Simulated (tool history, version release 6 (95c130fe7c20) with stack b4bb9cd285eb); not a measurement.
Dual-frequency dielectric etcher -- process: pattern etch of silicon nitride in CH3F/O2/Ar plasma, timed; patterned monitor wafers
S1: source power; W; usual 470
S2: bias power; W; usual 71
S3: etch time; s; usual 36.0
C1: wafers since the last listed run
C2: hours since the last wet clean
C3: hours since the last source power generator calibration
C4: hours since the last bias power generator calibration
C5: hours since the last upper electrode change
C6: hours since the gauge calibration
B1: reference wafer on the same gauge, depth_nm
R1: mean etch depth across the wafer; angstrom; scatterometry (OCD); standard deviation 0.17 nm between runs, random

run    hour   S1  S2    S3    C1     C2      C3      C4      C5      C6     B1     R1
  1     0.0  550  71  36.0     0  207.5  3313.3  1284.9  4561.6   752.6  30.24  268.5
  2    38.5  470  71  36.0   543  246.0  3351.8  1323.4  4600.1   791.1  30.27  259.5
  3    96.8  470  71  36.0   822  304.3  3410.1  1381.7  4658.4   849.4  30.33  259.1
  4   144.5  470  71  36.0   673  352.0  3457.8  1429.4  4706.1   897.1  30.34  259.4
  5   193.4  470  80  36.0   689  400.9  3506.7  1478.3  4755.0   946.0  30.23  271.6
  6   265.1  470  80  36.0  1011  472.6  3578.4  1550.0  4826.7  1017.7  30.37  274.5
      334.4  -- bias power generator calibrated
  7   347.4  470  80  36.0  1104  554.9  3660.7    13.0  4909.0  1100.0  30.27  278.7
      422.5  -- source power generator calibrated
  8   423.8  470  64  44.5  1021  631.3     1.3    89.4  4985.4  1176.4  30.33  312.5
      478.5  -- upper electrode replaced
      491.5  -- wet clean of the chamber
      526.0  -- gauge calibrated
  9   527.1  470  71  36.0   934   35.6   104.6   192.7    48.6     1.1  30.30  256.1
 10   713.7  550  54  27.0  2632  222.2   291.2   379.3   235.2   187.7  30.31  179.8
 11   812.8  590  71  41.5  1398  321.3   390.3   478.4   334.3   286.8  30.26  319.5
 12   905.6  470  71  41.0  1309  414.1   483.1   571.2   427.1   379.6  30.33  297.7
 13   975.2  590  71  41.5   982  483.7   552.7   640.8   496.7   449.2  30.33  319.2
 14  1033.9  470  71  36.0   828  542.4   611.4   699.5   555.4   507.9  30.28  264.1
     1093.6  -- wet clean of the chamber
 15  1094.1  470  71  42.5   510    0.5   671.6   759.7   615.6   568.1  30.33  304.0

Predict each of these 5 candidate next runs independently; none follows another, all start after run 15:
  A  1094.5  470  71  36.0   5  0.9  672.0  760.1  616.0  568.5   ?   ?
  B  1094.5  470  71  39.5   5  0.9  672.0  760.1  616.0  568.5   ?   ?
  C  1094.5  370  71  36.0   5  0.9  672.0  760.1  616.0  568.5   ?   ?
  D  1094.5  400  71  36.0   5  0.9  672.0  760.1  616.0  568.5   ?   ?
  E  1094.5  470  71  30.0   5  0.9  672.0  760.1  616.0  568.5   ?   ?

run     B1     R1
  A  30.25  257.8
  B  30.25  282.9
  C  30.25  240.7
  D  30.25  246.0
  E  30.25  214.9
Had the tool no hidden state, the same runs would have come out as:
run     R1
  A  256.8
  B  281.8
  C  239.7
  D  245.1
  E  214.0

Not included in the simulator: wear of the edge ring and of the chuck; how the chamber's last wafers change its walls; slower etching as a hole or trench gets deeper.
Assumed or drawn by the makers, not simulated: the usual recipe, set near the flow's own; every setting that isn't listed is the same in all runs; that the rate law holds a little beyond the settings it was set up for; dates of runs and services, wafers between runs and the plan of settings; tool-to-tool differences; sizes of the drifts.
